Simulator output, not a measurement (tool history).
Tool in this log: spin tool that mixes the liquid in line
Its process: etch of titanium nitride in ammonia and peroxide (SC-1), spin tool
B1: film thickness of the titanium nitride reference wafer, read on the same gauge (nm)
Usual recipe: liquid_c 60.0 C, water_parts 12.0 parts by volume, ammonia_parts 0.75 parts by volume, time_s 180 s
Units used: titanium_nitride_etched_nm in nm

run 1 hour=0.0 | liquid_c=60.0 water_parts=12.0 ammonia_parts=0.90 time_s=180 | B1=80.02 | titanium_nitride_etched_nm=15.06
run 2 hour=29.5 | liquid_c=60.0 water_parts=7.5 ammonia_parts=0.75 time_s=180 | B1=79.99 | titanium_nitride_etched_nm=18.70
run 3 hour=77.7 | liquid_c=60.0 water_parts=7.5 ammonia_parts=0.75 time_s=180 | B1=80.02 | titanium_nitride_etched_nm=18.88
-- hour=100.4 new drum of ammonia solution connected
run 4 hour=114.1 | liquid_c=60.0 water_parts=12.0 ammonia_parts=0.75 time_s=180 | B1=80.02 | titanium_nitride_etched_nm=14.91
run 5 hour=143.4 | liquid_c=60.0 water_parts=12.0 ammonia_parts=0.75 time_s=180 | B1=80.01 | titanium_nitride_etched_nm=14.62
run 6 hour=199.1 | liquid_c=56.5 water_parts=9.5 ammonia_parts=0.45 time_s=180 | B1=79.97 | titanium_nitride_etched_nm=12.27
run 7 hour=266.6 | liquid_c=60.0 water_parts=12.0 ammonia_parts=0.75 time_s=180 | B1=80.00 | titanium_nitride_etched_nm=14.78
-- hour=283.6 heated supply line repaired
run 8 hour=299.0 | liquid_c=60.0 water_parts=6.5 ammonia_parts=0.75 time_s=180 | B1=79.99 | titanium_nitride_etched_nm=21.88
run 9 hour=330.3 | liquid_c=53.5 water_parts=12.0 ammonia_parts=1.10 time_s=130 | B1=80.00 | titanium_nitride_etched_nm=7.91
run 10 hour=396.8 | liquid_c=53.0 water_parts=12.0 ammonia_parts=0.75 time_s=180 | B1=79.98 | titanium_nitride_etched_nm=10.13
-- hour=411.1 ammonia flow meter replaced
run 11 hour=452.4 | liquid_c=60.0 water_parts=12.0 ammonia_parts=0.75 time_s=180 | B1=80.00 | titanium_nitride_etched_nm=16.09
-- hour=482.8 gauge calibrated
run 12 hour=516.2 | liquid_c=62.5 water_parts=9.5 ammonia_parts=0.95 time_s=120 | B1=80.01 | titanium_nitride_etched_nm=14.87
run 13 hour=548.5 | liquid_c=60.0 water_parts=12.0 ammonia_parts=0.75 time_s=80 | B1=80.00 | titanium_nitride_etched_nm=7.22
run 14 hour=581.3 | liquid_c=68.0 water_parts=9.5 ammonia_parts=0.95 time_s=125 | B1=79.97 | titanium_nitride_etched_nm=21.61
run 15 hour=639.8 | liquid_c=60.0 water_parts=12.0 ammonia_parts=0.75 time_s=240 | B1=80.02 | titanium_nitride_etched_nm=21.28
run 16 hour=699.5 | liquid_c=69.5 water_parts=16.5 ammonia_parts=1.15 time_s=180 | B1=80.01 | titanium_nitride_etched_nm=26.74
-- hour=729.2 thermometer replaced
run 17 hour=738.4 | liquid_c=62.5 water_parts=9.5 ammonia_parts=0.95 time_s=120 | B1=80.00 | titanium_nitride_etched_nm=14.52
-- hour=777.3 new drum of ammonia solution connected
run 18 hour=800.2 | liquid_c=60.0 water_parts=8.5 ammonia_parts=0.60 time_s=180 | B1=79.98 | titanium_nitride_etched_nm=18.28
run 19 hour=861.8 | liquid_c=60.0 water_parts=12.0 ammonia_parts=0.75 time_s=180 | B1=80.01 | titanium_nitride_etched_nm=15.93
run 20 hour=917.3 | liquid_c=52.5 water_parts=16.0 ammonia_parts=0.75 time_s=180 | B1=80.01 | titanium_nitride_etched_nm=8.25
run 21 hour=978.1 | liquid_c=66.5 water_parts=12.0 ammonia_parts=0.60 time_s=265 | B1=80.01 | titanium_nitride_etched_nm=33.43
run 22 hour=1032.9 | liquid_c=63.5 water_parts=12.0 ammonia_parts=0.75 time_s=180 | B1=80.01 | titanium_nitride_etched_nm=19.74
run 23 hour=1061.9 | liquid_c=67.5 water_parts=15.5 ammonia_parts=0.75 time_s=180 | B1=79.99 | titanium_nitride_etched_nm=22.24
run 24 hour=1092.3 | liquid_c=60.0 water_parts=9.5 ammonia_parts=0.90 time_s=285 | B1=79.99 | titanium_nitride_etched_nm=28.76

4 ways to go on from here, each from the tool as it stands after run 24. What would each give?
run A hour=1092.8 | liquid_c=60.0 water_parts=12.0 ammonia_parts=0.75 time_s=180 | B1=? | titanium_nitride_etched_nm=?
run B hour=1092.8 | liquid_c=54.5 water_parts=10.5 ammonia_parts=0.50 time_s=140 | B1=? | titanium_nitride_etched_nm=?
run C hour=1092.8 | liquid_c=64.5 water_parts=16.0 ammonia_parts=0.75 time_s=135 | B1=? | titanium_nitride_etched_nm=?
run D hour=1092.8 | liquid_c=68.0 water_parts=12.0 ammonia_parts=0.60 time_s=180 | B1=? | titanium_nitride_etched_nm=?

run=A B1=80.01 titanium_nitride_etched_nm=16.05
run=B B1=80.01 titanium_nitride_etched_nm=8.65
run=C B1=80.01 titanium_nitride_etched_nm=13.83
run=D B1=80.01 titanium_nitride_etched_nm=25.82
Take away the tool's hidden state, keep each run's random variation, and the runs would have read:
run=A titanium_nitride_etched_nm=16.41
run=B titanium_nitride_etched_nm=8.85
run=C titanium_nitride_etched_nm=14.12
run=D titanium_nitride_etched_nm=26.36

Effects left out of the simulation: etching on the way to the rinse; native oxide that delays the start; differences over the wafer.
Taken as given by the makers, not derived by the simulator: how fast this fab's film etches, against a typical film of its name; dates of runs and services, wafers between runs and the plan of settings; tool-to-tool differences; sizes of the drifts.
